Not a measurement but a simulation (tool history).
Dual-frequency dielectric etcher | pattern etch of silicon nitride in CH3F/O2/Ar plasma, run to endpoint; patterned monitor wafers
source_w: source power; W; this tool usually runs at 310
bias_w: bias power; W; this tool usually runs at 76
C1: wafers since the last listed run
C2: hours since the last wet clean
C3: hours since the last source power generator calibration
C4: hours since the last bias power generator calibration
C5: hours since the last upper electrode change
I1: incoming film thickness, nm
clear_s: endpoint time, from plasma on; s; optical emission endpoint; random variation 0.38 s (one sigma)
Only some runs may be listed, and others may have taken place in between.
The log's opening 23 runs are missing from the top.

{"run": 24, "day": 12.521, "source_w": 340, "bias_w": 91, "C1": 98, "C2": 61.3, "C3": 143.9, "C4": 152.9, "C5": 85.4, "I1": 29.68, "clear_s": 41.9}
{"run": 25, "day": 13.025, "source_w": 290, "bias_w": 64, "C1": 85, "C2": 73.4, "C3": 156.0, "C4": 165.0, "C5": 97.5, "I1": 29.47, "clear_s": 50.7}
{"run": 26, "day": 13.775, "source_w": 310, "bias_w": 76, "C1": 127, "C2": 91.4, "C3": 174.0, "C4": 183.0, "C5": 115.5, "I1": 29.77, "clear_s": 46.3}
{"run": 27, "day": 14.146, "source_w": 370, "bias_w": 92, "C1": 62, "C2": 100.3, "C3": 182.9, "C4": 191.9, "C5": 124.4, "I1": 29.65, "clear_s": 40.0}
{"run": 28, "day": 15.167, "source_w": 240, "bias_w": 65, "C1": 173, "C2": 124.8, "C3": 207.4, "C4": 216.4, "C5": 148.9, "I1": 29.43, "clear_s": 54.2}
{"run": 29, "day": 15.688, "source_w": 290, "bias_w": 85, "C1": 88, "C2": 137.3, "C3": 219.9, "C4": 228.9, "C5": 161.4, "I1": 29.79, "clear_s": 46.6}
{"run": 30, "day": 16.362, "source_w": 360, "bias_w": 65, "C1": 114, "C2": 153.5, "C3": 236.1, "C4": 245.1, "C5": 177.6, "I1": 29.65, "clear_s": 45.5}
{"run": 31, "day": 16.717, "source_w": 380, "bias_w": 62, "C1": 60, "C2": 162.0, "C3": 244.6, "C4": 253.6, "C5": 186.1, "I1": 29.62, "clear_s": 44.7}
{"run": 32, "day": 17.704, "source_w": 240, "bias_w": 94, "C1": 167, "C2": 185.7, "C3": 268.3, "C4": 277.3, "C5": 209.8, "I1": 29.86, "clear_s": 48.2}
{"run": 33, "day": 17.975, "source_w": 260, "bias_w": 68, "C1": 45, "C2": 192.2, "C3": 274.8, "C4": 283.8, "C5": 216.3, "I1": 29.98, "clear_s": 51.4}
{"run": 34, "day": 18.642, "source_w": 310, "bias_w": 65, "C1": 113, "C2": 208.2, "C3": 290.8, "C4": 299.8, "C5": 232.3, "I1": 29.74, "clear_s": 48.5}
{"run": 35, "day": 19.088, "source_w": 310, "bias_w": 76, "C1": 75, "C2": 218.9, "C3": 301.5, "C4": 310.5, "C5": 243.0, "I1": 29.86, "clear_s": 46.1}

4 ways to go on from here, each from the tool as it stands after run 35. What would each give?
{"run": "A", "day": 19.104, "source_w": 310, "bias_w": 63, "C1": 2, "C2": 219.3, "C3": 301.9, "C4": 310.9, "C5": 243.4, "I1": 29.79, "clear_s": "?"}
{"run": "B", "day": 19.104, "source_w": 270, "bias_w": 67, "C1": 2, "C2": 219.3, "C3": 301.9, "C4": 310.9, "C5": 243.4, "I1": 29.79, "clear_s": "?"}
{"run": "C", "day": 19.104, "source_w": 380, "bias_w": 90, "C1": 2, "C2": 219.3, "C3": 301.9, "C4": 310.9, "C5": 243.4, "I1": 29.79, "clear_s": "?"}
{"run": "D", "day": 19.104, "source_w": 310, "bias_w": 92, "C1": 2, "C2": 219.3, "C3": 301.9, "C4": 310.9, "C5": 243.4, "I1": 29.79, "clear_s": "?"}

run=A clear_s=48.3
run=B clear_s=50.6
run=C clear_s=39.5
run=D clear_s=43.0
Without the tool's unlogged condition, the same runs would have read:
run=A clear_s=48.9
run=B clear_s=51.3
run=C clear_s=40.0
run=D clear_s=43.5
